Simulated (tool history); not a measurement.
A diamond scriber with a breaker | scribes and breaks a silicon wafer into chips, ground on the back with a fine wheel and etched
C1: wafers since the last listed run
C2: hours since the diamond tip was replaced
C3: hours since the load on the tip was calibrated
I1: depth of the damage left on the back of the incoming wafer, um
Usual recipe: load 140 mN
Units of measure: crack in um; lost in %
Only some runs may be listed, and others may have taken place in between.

run 1 hour=0.0 | load=167 | C1=0 C2=247.1 C3=465.1 | I1=0.35 | crack=11.56 lost=4.76
run 2 hour=51.8 | load=167 | C1=103 C2=298.9 C3=516.9 | I1=0.57 | crack=11.59 lost=4.75
run 3 hour=104.9 | load=149 | C1=106 C2=352.0 C3=570.0 | I1=0.64 | crack=10.74 lost=1.71
run 4 hour=157.0 | load=149 | C1=104 C2=404.1 C3=622.1 | I1=0.70 | crack=10.92 lost=1.81
-- hour=187.0 load on the tip recalibrated
run 5 hour=226.2 | load=149 | C1=134 C2=473.3 C3=39.2 | I1=0.33 | crack=10.91 lost=1.89
run 6 hour=290.9 | load=140 | C1=129 C2=538.0 C3=103.9 | I1=0.50 | crack=10.58 lost=1.38
run 7 hour=350.3 | load=140 | C1=118 C2=597.4 C3=163.3 | I1=0.72 | crack=10.07 lost=1.37
run 8 hour=405.9 | load=140 | C1=111 C2=653.0 C3=218.9 | I1=0.61 | crack=10.37 lost=1.31
run 9 hour=497.3 | load=140 | C1=182 C2=744.4 C3=310.3 | I1=0.76 | crack=10.52 lost=1.24
run 10 hour=567.5 | load=127 | C1=140 C2=814.6 C3=380.5 | I1=0.36 | crack=9.28 lost=2.70
run 11 hour=696.4 | load=140 | C1=257 C2=943.5 C3=509.4 | I1=0.52 | crack=10.29 lost=1.19
run 12 hour=727.2 | load=140 | C1=61 C2=974.3 C3=540.2 | I1=0.51 | crack=10.57 lost=1.20
run 13 hour=777.9 | load=153 | C1=101 C2=1025.0 C3=590.9 | I1=0.56 | crack=11.04 lost=2.43
run 14 hour=832.7 | load=155 | C1=109 C2=1079.8 C3=645.7 | I1=0.63 | crack=11.18 lost=2.65
-- hour=885.2 load on the tip recalibrated
run 15 hour=888.5 | load=106 | C1=107 C2=1135.6 C3=3.3 | I1=0.57 | crack=8.31 lost=10.60
-- hour=904.7 diamond tip replaced by a new one
run 16 hour=946.0 | load=171 | C1=110 C2=41.3 C3=60.8 | I1=0.75 | crack=12.03 lost=5.93
run 17 hour=971.5 | load=140 | C1=50 C2=66.8 C3=86.3 | I1=0.60 | crack=10.43 lost=1.37
run 18 hour=1033.9 | load=160 | C1=124 C2=129.2 C3=148.7 | I1=0.42 | crack=11.18 lost=3.36
run 19 hour=1087.0 | load=113 | C1=106 C2=182.3 C3=201.8 | I1=0.80 | crack=8.66 lost=6.55
run 20 hour=1117.2 | load=140 | C1=60 C2=212.5 C3=232.0 | I1=0.51 | crack=10.50 lost=1.25
run 21 hour=1145.6 | load=169 | C1=56 C2=240.9 C3=260.4 | I1=0.79 | crack=11.93 lost=5.23
run 22 hour=1201.4 | load=140 | C1=111 C2=296.7 C3=316.2 | I1=0.57 | crack=10.38 lost=1.36
run 23 hour=1268.7 | load=140 | C1=134 C2=364.0 C3=383.5 | I1=0.63 | crack=10.25 lost=1.33
run 24 hour=1314.8 | load=109 | C1=92 C2=410.1 C3=429.6 | I1=0.55 | crack=8.39 lost=9.40
run 25 hour=1362.9 | load=110 | C1=96 C2=458.2 C3=477.7 | I1=0.61 | crack=8.26 lost=8.82
run 26 hour=1405.3 | load=153 | C1=84 C2=500.6 C3=520.1 | I1=0.73 | crack=10.88 lost=2.07
run 27 hour=1453.1 | load=110 | C1=95 C2=548.4 C3=567.9 | I1=0.40 | crack=8.41 lost=8.17
run 28 hour=1524.1 | load=173 | C1=141 C2=619.4 C3=638.9 | I1=0.71 | crack=12.10 lost=6.31
-- hour=1556.8 load on the tip recalibrated
run 29 hour=1648.4 | load=178 | C1=244 C2=743.7 C3=91.6 | I1=0.39 | crack=12.48 lost=7.08

Branching from run 29: 3 alternative next runs. What would each branch give?
run A hour=1649.1 | load=140 | C1=1 C2=744.4 C3=92.3 | I1=0.47 | crack=? lost=?
run B hour=1649.1 | load=111 | C1=1 C2=744.4 C3=92.3 | I1=0.47 | crack=? lost=?
run C hour=1649.1 | load=158 | C1=1 C2=744.4 C3=92.3 | I1=0.47 | crack=? lost=?

run=A crack=10.08 lost=1.38
run=B crack=8.38 lost=8.19
run=C crack=11.07 lost=3.16
Without the tool's unlogged condition, the same runs would have read:
run=A crack=10.08 lost=1.38
run=B crack=8.38 lost=8.19
run=C crack=11.07 lost=3.16
